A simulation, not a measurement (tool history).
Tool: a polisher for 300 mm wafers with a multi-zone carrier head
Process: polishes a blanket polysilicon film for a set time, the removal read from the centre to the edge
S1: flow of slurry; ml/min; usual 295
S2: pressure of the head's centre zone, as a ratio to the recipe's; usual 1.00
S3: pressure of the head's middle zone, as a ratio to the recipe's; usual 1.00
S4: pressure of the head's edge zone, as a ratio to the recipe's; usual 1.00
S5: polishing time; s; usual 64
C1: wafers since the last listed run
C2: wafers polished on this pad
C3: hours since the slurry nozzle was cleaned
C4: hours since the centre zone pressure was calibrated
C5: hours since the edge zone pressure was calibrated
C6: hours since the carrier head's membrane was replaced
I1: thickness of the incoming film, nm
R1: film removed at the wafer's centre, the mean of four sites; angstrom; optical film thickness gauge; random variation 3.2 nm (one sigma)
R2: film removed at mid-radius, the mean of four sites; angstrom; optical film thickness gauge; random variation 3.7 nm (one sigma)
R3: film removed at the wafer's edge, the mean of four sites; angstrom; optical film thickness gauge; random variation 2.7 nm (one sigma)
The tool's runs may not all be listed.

{"run": 1, "hour": 0.0, "S1": 295, "S2": 1.0, "S3": 1.0, "S4": 1.0, "S5": 64, "C1": 0, "C2": 376, "C3": 735.8, "C4": 836.5, "C5": 1090.2, "C6": 586.6, "I1": 1558.9, "R1": 3759, "R2": 3996, "R3": 3931}
{"run": 2, "hour": 8.0, "S1": 295, "S2": 1.0, "S3": 1.0, "S4": 1.0, "S5": 64, "C1": 74, "C2": 451, "C3": 743.8, "C4": 844.5, "C5": 1098.2, "C6": 594.6, "I1": 1523.0, "R1": 3694, "R2": 3943, "R3": 3967}
{"run": 3, "hour": 21.4, "S1": 295, "S2": 1.0, "S3": 1.0, "S4": 1.0, "S5": 64, "C1": 125, "C2": 576, "C3": 757.2, "C4": 857.9, "C5": 1111.6, "C6": 608.0, "I1": 1535.4, "R1": 3698, "R2": 3905, "R3": 3901}
{"hour": 37.8, "done": "slurry nozzle cleaned"}
{"run": 4, "hour": 68.6, "S1": 365, "S2": 1.0, "S3": 1.0, "S4": 1.0, "S5": 64, "C1": 432, "C2": 1008, "C3": 30.8, "C4": 905.1, "C5": 1158.8, "C6": 655.2, "I1": 1534.6, "R1": 3631, "R2": 3909, "R3": 3925}
{"run": 5, "hour": 83.5, "S1": 365, "S2": 1.0, "S3": 1.0, "S4": 1.0, "S5": 64, "C1": 139, "C2": 1147, "C3": 45.7, "C4": 920.0, "C5": 1173.7, "C6": 670.1, "I1": 1534.3, "R1": 3690, "R2": 3909, "R3": 3854}
{"run": 6, "hour": 99.9, "S1": 295, "S2": 1.0, "S3": 1.0, "S4": 1.0, "S5": 64, "C1": 153, "C2": 1301, "C3": 62.1, "C4": 936.4, "C5": 1190.1, "C6": 686.5, "I1": 1508.9, "R1": 3573, "R2": 3908, "R3": 3843}
{"run": 7, "hour": 111.0, "S1": 295, "S2": 1.0, "S3": 1.0, "S4": 1.0, "S5": 64, "C1": 103, "C2": 1405, "C3": 73.2, "C4": 947.5, "C5": 1201.2, "C6": 697.6, "I1": 1511.3, "R1": 3610, "R2": 3823, "R3": 3850}
{"hour": 121.0, "done": "worn pad replaced by a new one"}
{"run": 8, "hour": 121.5, "S1": 295, "S2": 1.0, "S3": 1.03, "S4": 1.0, "S5": 64, "C1": 60, "C2": 4, "C3": 83.7, "C4": 958.0, "C5": 1211.7, "C6": 708.1, "I1": 1526.5, "R1": 3811, "R2": 4293, "R3": 4104}
{"hour": 141.6, "done": "centre zone pressure recalibrated"}
{"run": 9, "hour": 154.5, "S1": 295, "S2": 1.0, "S3": 0.96, "S4": 1.0, "S5": 64, "C1": 289, "C2": 294, "C3": 116.7, "C4": 12.9, "C5": 1244.7, "C6": 741.1, "I1": 1522.8, "R1": 4042, "R2": 3839, "R3": 3993}
{"hour": 170.1, "done": "edge zone pressure recalibrated"}
{"run": 10, "hour": 187.0, "S1": 295, "S2": 1.0, "S3": 0.9, "S4": 0.9, "S5": 64, "C1": 285, "C2": 580, "C3": 149.2, "C4": 45.4, "C5": 16.9, "C6": 773.6, "I1": 1503.6, "R1": 3980, "R2": 3661, "R3": 3730}
{"run": 11, "hour": 200.4, "S1": 295, "S2": 1.0, "S3": 1.0, "S4": 1.0, "S5": 81, "C1": 125, "C2": 705, "C3": 162.6, "C4": 58.8, "C5": 30.3, "C6": 787.0, "I1": 1517.8, "R1": 5013, "R2": 4922, "R3": 4943}
{"run": 12, "hour": 210.6, "S1": 295, "S2": 1.0, "S3": 1.0, "S4": 1.0, "S5": 64, "C1": 95, "C2": 800, "C3": 172.8, "C4": 69.0, "C5": 40.5, "C6": 797.2, "I1": 1544.2, "R1": 3928, "R2": 3936, "R3": 3944}
{"hour": 216.2, "done": "carrier head's membrane replaced by a new one"}
{"run": 13, "hour": 226.7, "S1": 295, "S2": 1.0, "S3": 1.0, "S4": 1.0, "S5": 64, "C1": 103, "C2": 904, "C3": 188.9, "C4": 85.1, "C5": 56.6, "C6": 10.5, "I1": 1530.0, "R1": 3935, "R2": 3927, "R3": 3871}
{"run": 14, "hour": 237.6, "S1": 295, "S2": 1.0, "S3": 1.0, "S4": 1.0, "S5": 64, "C1": 101, "C2": 1006, "C3": 199.8, "C4": 96.0, "C5": 67.5, "C6": 21.4, "I1": 1523.6, "R1": 3963, "R2": 3937, "R3": 3906}
{"run": 15, "hour": 247.0, "S1": 295, "S2": 0.91, "S3": 0.96, "S4": 1.09, "S5": 76, "C1": 87, "C2": 1094, "C3": 209.2, "C4": 105.4, "C5": 76.9, "C6": 30.8, "I1": 1519.1, "R1": 4256, "R2": 4508, "R3": 4889}
{"run": 16, "hour": 253.4, "S1": 295, "S2": 1.0, "S3": 1.08, "S4": 1.0, "S5": 53, "C1": 59, "C2": 1154, "C3": 215.6, "C4": 111.8, "C5": 83.3, "C6": 37.2, "I1": 1549.7, "R1": 3215, "R2": 3437, "R3": 3204}
{"hour": 262.8, "done": "worn pad replaced by a new one"}
{"run": 17, "hour": 269.7, "S1": 365, "S2": 1.0, "S3": 1.0, "S4": 1.0, "S5": 64, "C1": 115, "C2": 64, "C3": 231.9, "C4": 128.1, "C5": 99.6, "C6": 53.5, "I1": 1530.7, "R1": 4166, "R2": 4160, "R3": 4134}
{"run": 18, "hour": 276.2, "S1": 295, "S2": 0.94, "S3": 1.0, "S4": 1.0, "S5": 78, "C1": 60, "C2": 124, "C3": 238.4, "C4": 134.6, "C5": 106.1, "C6": 60.0, "I1": 1545.9, "R1": 4712, "R2": 4993, "R3": 4926}
{"run": 19, "hour": 286.5, "S1": 200, "S2": 1.0, "S3": 1.0, "S4": 1.0, "S5": 64, "C1": 96, "C2": 221, "C3": 248.7, "C4": 144.9, "C5": 116.4, "C6": 70.3, "I1": 1518.9, "R1": 3822, "R2": 3844, "R3": 3834}
{"run": 20, "hour": 297.2, "S1": 295, "S2": 0.92, "S3": 1.0, "S4": 1.0, "S5": 64, "C1": 100, "C2": 321, "C3": 259.4, "C4": 155.6, "C5": 127.1, "C6": 81.0, "I1": 1526.5, "R1": 3687, "R2": 4010, "R3": 3953}
{"run": 21, "hour": 311.0, "S1": 295, "S2": 1.0, "S3": 1.0, "S4": 1.0, "S5": 64, "C1": 129, "C2": 450, "C3": 273.2, "C4": 169.4, "C5": 140.9, "C6": 94.8, "I1": 1541.7, "R1": 3975, "R2": 4005, "R3": 3941}

How the hidden state differs across the entries between the runs, from the last listed run before each to the first after it:
Between runs 3 and 4: slurry nozzle cleaned (hour 37.8)
  removal rate lost through wear of the pad, %: 5.49 -> 6.45; deviation of the centre zone's pressure from its setpoint, %: -7.32 -> -8.15
  measured less the result without the state, R1: -527 -> -598 angstrom; R2: -225 -> -268 angstrom; R3: -227 -> -271 angstrom
Between runs 7 and 8: worn pad replaced by a new one (hour 121.0)
  removal rate lost through wear of the pad, %: 6.78 -> 0.351; deviation of the centre zone's pressure from its setpoint, %: -8.92 -> -9.12
  measured less the result without the state, R1: -645 -> -400 angstrom; R2: -276 -> -13 angstrom; R3: -280 -> -15 angstrom
Between runs 8 and 9: centre zone pressure recalibrated (hour 141.6)
  removal rate lost through wear of the pad, %: 0.351 -> 3.16; deviation of the centre zone's pressure from its setpoint, %: -9.12 -> -0.58
  measured less the result without the state, R1: -400 -> -157 angstrom; R2: -13 -> -125 angstrom; R3: -15 -> -130 angstrom
Between runs 9 and 10: edge zone pressure recalibrated (hour 170.1)
  removal rate lost through wear of the pad, %: 3.16 -> 4.54; deviation of the centre zone's pressure from its setpoint, %: -0.58 -> -0.599
  measured less the result without the state, R1: -157 -> -214 angstrom; R2: -125 -> -174 angstrom; R3: -130 -> -177 angstrom
Between runs 12 and 13: carrier head's membrane replaced by a new one (hour 216.2)
  removal rate lost through wear of the pad, %: 5.08 -> 5.32; deviation of the centre zone's pressure from its setpoint, %: -0.626 -> -0.65
  measured less the result without the state, R1: -236 -> -249 angstrom; R2: -211 -> -220 angstrom; R3: -211 -> -218 angstrom
Between runs 16 and 17: worn pad replaced by a new one (hour 262.8)
  removal rate lost through wear of the pad, %: 5.58 -> 1.55; deviation of the centre zone's pressure from its setpoint, %: -0.702 -> -0.741
  measured less the result without the state, R1: -214 -> -98 angstrom; R2: -203 -> -66 angstrom; R3: -189 -> -65 angstrom
